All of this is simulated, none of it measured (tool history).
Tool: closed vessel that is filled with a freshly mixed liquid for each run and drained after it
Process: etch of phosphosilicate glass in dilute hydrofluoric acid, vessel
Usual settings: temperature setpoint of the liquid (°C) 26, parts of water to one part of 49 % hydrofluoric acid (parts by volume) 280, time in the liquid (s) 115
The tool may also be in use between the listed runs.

run    hour  temperature setpoint of the liquid (°C)  parts of water to one part of 49 % hydrofluoric acid (parts by volume)  time in the liquid (s)  read-back film thickness of the phosphosilicate glass reference wafer, read on the same gauge (nm)  thickness taken off the phosphosilicate glass on a monitor wafer (nm)
  1       0                                       26                                                                     280                     115                                                                                              124.26                                                                  28.69
  2    77.3                                       26                                                                     280                     115                                                                                              124.59                                                                  29.25
  3   319.2                                       26                                                                     280                     115                                                                                              125.51                                                                  29.42
  4   385.8                                       26                                                                     280                     115                                                                                              125.67                                                                   28.9
  5   708.7                                       26                                                                     280                     115                                                                                              126.32                                                                  29.46
  6   800.6                                       26                                                                     280                     115                                                                                              126.49                                                                  29.03
      847.2  -- thermometer replaced
  7   882.9                                       23                                                                     280                     115                                                                                              126.62                                                                  25.95
  8   952.7                                       23                                                                     280                     115                                                                                              126.72                                                                  26.25
  9  1032.3                                       23                                                                     280                     115                                                                                              126.76                                                                  26.03
 10  1127.1                                       26                                                                     315                      85                                                                                              126.85                                                                  18.49
 11  1171.6                                       26                                                                     315                      85                                                                                              126.88                                                                  18.46
 12    1211                                       26                                                                     315                      85                                                                                              126.93                                                                  18.54
       1240  -- hydrofluoric acid flow meter replaced
 13  1275.2                                       26                                                                     390                     115                                                                                              126.96                                                                  19.06
 14  1338.2                                       26                                                                     280                     115                                                                                              127.03                                                                  28.99
     1459.8  -- gauge calibrated
 15  1463.5                                       26                                                                     280                     115                                                                                              120.48                                                                  28.18
 16  1554.6                                     22.5                                                                     280                      85                                                                                               121.3                                                                  18.38
 17  1617.8                                       26                                                                     280                     115                                                                                              121.79                                                                  28.06
 18  1705.8                                     21.5                                                                     380                     170                                                                                              122.43                                                                  23.96
 19  1791.8                                     29.5                                                                     330                     150                                                                                              122.97                                                                  34.22
 20  1841.1                                       26                                                                     355                     115                                                                                              123.28                                                                  21.01
 21  1933.3                                     22.5                                                                     385                      90                                                                                              123.76                                                                  13.24
 22  2009.8                                       26                                                                     365                     115                                                                                               124.1                                                                  19.77
 23  2204.8                                       29                                                                     280                     150                                                                                              124.77                                                                  41.62
 24  2281.6                                       22                                                                     380                     115                                                                                              124.99                                                                  16.59
     2308.8  -- thermometer replaced
 25  2325.3                                       26                                                                     280                     115                                                                                              125.14                                                                  29.38
 26    2426                                       26                                                                     180                     115                                                                                              125.41                                                                  49.84
 27  2474.9                                       29                                                                     230                     150                                                                                              125.46                                                                  53.51
 28  2541.1                                       30                                                                     280                     115                                                                                              125.62                                                                  33.49
 29  2624.9                                       26                                                                     280                     115                                                                                              125.75                                                                  28.54
 30  2673.9                                       26                                                                     280                     115                                                                                              125.85                                                                  29.45
 31  2763.5                                       26                                                                     280                     115                                                                                              125.97                                                                  29.23
     2788.9  -- hydrofluoric acid flow meter replaced
 32  3073.4                                       26                                                                     150                     135                                                                                              126.33                                                                  73.37
 33    3160                                       26                                                                     280                     115                                                                                              126.38                                                                  29.73

The same runs without the tool's hidden state, with the same run-to-run variation:
The hidden state here: liquid hotter than its thermometer reads (K); hydrofluoric acid flow below the setpoint (%); gauge reads high (%).
run  thickness taken off the phosphosilicate glass on a monitor wafer (nm)
  1                                                                  27.71
  2                                                                  28.17
  3                                                                  28.14
  4                                                                  27.59
  5                                                                  27.98
  6                                                                  27.54
  7                                                                   24.6
  8                                                                  24.87
  9                                                                  24.64
 10                                                                  17.49
 11                                                                  17.45
 12                                                                  17.53
 13                                                                  18.01
 14                                                                  27.39
 15                                                                  28.07
 16                                                                  18.18
 17                                                                  27.65
 18                                                                  23.48
 19                                                                  33.39
 20                                                                  20.45
 21                                                                  12.84
 22                                                                  19.12
 23                                                                  40.03
 24                                                                  15.92
 25                                                                  28.17
 26                                                                   47.7
 27                                                                  51.17
 28                                                                  31.99
 29                                                                  27.23
 30                                                                  28.08
 31                                                                  27.84
 32                                                                   69.7
 33                                                                  28.23

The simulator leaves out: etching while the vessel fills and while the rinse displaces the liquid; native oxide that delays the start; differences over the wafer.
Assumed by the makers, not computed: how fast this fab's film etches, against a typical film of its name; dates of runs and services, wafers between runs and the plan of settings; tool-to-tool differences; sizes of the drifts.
